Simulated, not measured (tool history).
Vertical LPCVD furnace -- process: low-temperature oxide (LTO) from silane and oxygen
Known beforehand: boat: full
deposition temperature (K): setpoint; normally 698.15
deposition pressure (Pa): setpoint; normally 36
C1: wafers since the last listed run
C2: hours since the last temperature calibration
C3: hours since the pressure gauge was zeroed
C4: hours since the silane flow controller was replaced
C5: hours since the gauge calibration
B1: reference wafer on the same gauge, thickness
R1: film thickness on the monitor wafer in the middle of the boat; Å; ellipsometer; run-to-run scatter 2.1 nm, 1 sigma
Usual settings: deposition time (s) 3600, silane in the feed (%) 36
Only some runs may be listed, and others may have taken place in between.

Run 1, day 0: usual settings but silane in the feed (%) 33; C1 0; C2 1474.9; C3 1102.9; C4 2283; C5 296.7; B1 775.46. Result: R1 6440.9 Å.
Run 2, day 2.579: usual settings but silane in the feed (%) 33; C1 967; C2 1536.8; C3 1164.8; C4 2344.9; C5 358.6; B1 774.33. Result: R1 6442.2 Å.
Run 3, day 4.596: usual settings but deposition time (s) 2670; C1 756; C2 1585.2; C3 1213.2; C4 2393.3; C5 407; B1 775.12. Result: R1 5377.6 Å.
Run 4, day 6.717: usual settings but deposition time (s) 2670; C1 795; C2 1636.1; C3 1264.1; C4 2444.2; C5 457.9; B1 774.69. Result: R1 5344.3 Å.
Run 5, day 7.942: usual settings but deposition time (s) 2670; C1 459; C2 1665.5; C3 1293.5; C4 2473.6; C5 487.3; B1 774.83. Result: R1 5371.6 Å.
Run 6, day 10.75: usual settings; C1 1053; C2 1732.9; C3 1360.9; C4 2541; C5 554.7; B1 775.89. Result: R1 7249.9 Å.
At day 13.65: silane flow controller replaced.
At day 13.908: gauge calibrated.
Run 7, day 14.596: usual settings; C1 1067; C2 1825.2; C3 1453.2; C4 22.7; C5 16.5; B1 775.42. Result: R1 7305.3 Å.
Run 8, day 15.912: usual settings but deposition temperature (K) 694.15, deposition pressure (Pa) 28, deposition time (s) 2220, silane in the feed (%) 33; C1 493; C2 1856.8; C3 1484.8; C4 54.3; C5 48.1; B1 775.36. Result: R1 2942 Å.
At day 17.283: pressure gauge zeroed.
At day 17.908: thermocouples replaced and temperature profile calibrated.
Run 9, day 20.992: usual settings; C1 1295; C2 74; C3 89; C4 176.2; C5 170; B1 774.82. Result: R1 7379.7 Å.
Run 10, day 23.262: usual settings but deposition temperature (K) 708.15, deposition pressure (Pa) 28.7; C1 851; C2 128.5; C3 143.5; C4 230.7; C5 224.5; B1 774.69. Result: R1 6420.7 Å.
Run 11, day 24.921: usual settings; C1 622; C2 168.3; C3 183.3; C4 270.5; C5 264.3; B1 774.9. Result: R1 7293.1 Å.
Run 12, day 26.412: usual settings but deposition pressure (Pa) 30; C1 559; C2 204.1; C3 219.1; C4 306.3; C5 300.1; B1 775.36. Result: R1 6034.6 Å.
Run 13, day 28.354: usual settings but deposition temperature (K) 703.15, deposition pressure (Pa) 43.3, deposition time (s) 2370, silane in the feed (%) 38; C1 728; C2 250.7; C3 265.7; C4 352.9; C5 346.7; B1 774.68. Result: R1 6472.3 Å.
Run 14, day 29.942: usual settings but deposition temperature (K) 692.15, silane in the feed (%) 34; C1 595; C2 288.8; C3 303.8; C4 391; C5 384.8; B1 775.24. Result: R1 6327.5 Å.

Measured minus without-hidden-state, run by run (identical run-to-run variation in each term; gauge scatter may differ):
What the log doesn't record here: true tube temperature minus thermocouple reading, K; true pressure minus gauge reading, mTorr; deviation of the silane flow from its setpoint, %; gauge reads high (%).
run      R1
  1  -186.9
  2  -182.1
  3  -151.3
  4  -146.2
  5  -144.3
  6  -185.8
  7  -173.1
  8  -110.6
  9   -89.5
 10    -136
 11  -137.6
 12  -157.2
 13  -124.9
 14  -162.8
